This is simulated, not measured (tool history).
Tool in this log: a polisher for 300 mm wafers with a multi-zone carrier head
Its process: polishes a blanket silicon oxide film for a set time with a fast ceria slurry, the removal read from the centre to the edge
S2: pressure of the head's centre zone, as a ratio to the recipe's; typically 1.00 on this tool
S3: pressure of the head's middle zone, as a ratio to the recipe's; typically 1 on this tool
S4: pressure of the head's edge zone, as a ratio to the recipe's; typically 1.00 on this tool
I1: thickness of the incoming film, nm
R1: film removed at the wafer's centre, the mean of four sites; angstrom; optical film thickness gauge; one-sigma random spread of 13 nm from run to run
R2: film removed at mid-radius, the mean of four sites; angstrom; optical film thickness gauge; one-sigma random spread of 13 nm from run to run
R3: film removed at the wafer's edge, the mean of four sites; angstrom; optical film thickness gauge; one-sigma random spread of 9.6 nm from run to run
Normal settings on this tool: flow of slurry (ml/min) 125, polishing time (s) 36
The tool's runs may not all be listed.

run 1 hour=0.0 | flow_of_slurry_(ml/min)=125 S2=1.00 S3=1 S4=1.00 polishing_time_(s)=36 | I1=2422.5 | R1=10189 R2=9301 R3=9286
run 2 hour=65.6 | flow_of_slurry_(ml/min)=125 S2=1.00 S3=1 S4=1.00 polishing_time_(s)=29 | I1=2437.9 | R1=8119 R2=7531 R3=7501
-- hour=98.3 worn pad replaced by a new one
run 3 hour=103.0 | flow_of_slurry_(ml/min)=125 S2=1.00 S3=1 S4=1.00 polishing_time_(s)=29 | I1=2471.6 | R1=8080 R2=7595 R3=7491
run 4 hour=132.9 | flow_of_slurry_(ml/min)=125 S2=1.00 S3=1 S4=1.00 polishing_time_(s)=29 | I1=2416.3 | R1=8282 R2=7603 R3=7628
run 5 hour=177.3 | flow_of_slurry_(ml/min)=125 S2=1.00 S3=1 S4=1.00 polishing_time_(s)=36 | I1=2450.8 | R1=10580 R2=9563 R3=9065
run 6 hour=226.0 | flow_of_slurry_(ml/min)=125 S2=1.00 S3=1 S4=1.00 polishing_time_(s)=36 | I1=2416.9 | R1=10355 R2=9270 R3=9203
run 7 hour=257.0 | flow_of_slurry_(ml/min)=125 S2=1.00 S3=1 S4=1.00 polishing_time_(s)=36 | I1=2460.8 | R1=10442 R2=9469 R3=9125
run 8 hour=306.0 | flow_of_slurry_(ml/min)=125 S2=1.00 S3=1 S4=1.00 polishing_time_(s)=36 | I1=2479.7 | R1=10464 R2=9448 R3=9132
-- hour=318.6 slurry nozzle cleaned
-- hour=329.2 worn pad replaced by a new one
run 9 hour=345.9 | flow_of_slurry_(ml/min)=125 S2=1.00 S3=1 S4=1.00 polishing_time_(s)=36 | I1=2453.9 | R1=10710 R2=9185 R3=9113
run 10 hour=408.8 | flow_of_slurry_(ml/min)=125 S2=1.00 S3=1 S4=1.00 polishing_time_(s)=36 | I1=2438.3 | R1=10614 R2=9229 R3=9132
-- hour=483.6 centre zone pressure recalibrated
-- hour=497.1 edge zone pressure recalibrated
-- hour=550.4 worn pad replaced by a new one
run 11 hour=585.5 | flow_of_slurry_(ml/min)=125 S2=0.96 S3=1 S4=1.00 polishing_time_(s)=36 | I1=2444.5 | R1=9411 R2=9540 R3=9282
run 12 hour=612.0 | flow_of_slurry_(ml/min)=105 S2=1.03 S3=1 S4=0.92 polishing_time_(s)=36 | I1=2433.3 | R1=9896 R2=9308 R3=8616

The next listed run, before its measurement:
run 13 hour=655.6 | flow_of_slurry_(ml/min)=110 S2=1.00 S3=1 S4=0.89 polishing_time_(s)=36 | I1=2405.3 | R1=? R2=? R3=?

R1: 9668 angstrom
R2: 9132 angstrom
R3: 8632 angstrom
The same run, on a tool lacking any hidden state, would have yielded R1 9639 angstrom, R2 9133 angstrom, R3 8632 angstrom.

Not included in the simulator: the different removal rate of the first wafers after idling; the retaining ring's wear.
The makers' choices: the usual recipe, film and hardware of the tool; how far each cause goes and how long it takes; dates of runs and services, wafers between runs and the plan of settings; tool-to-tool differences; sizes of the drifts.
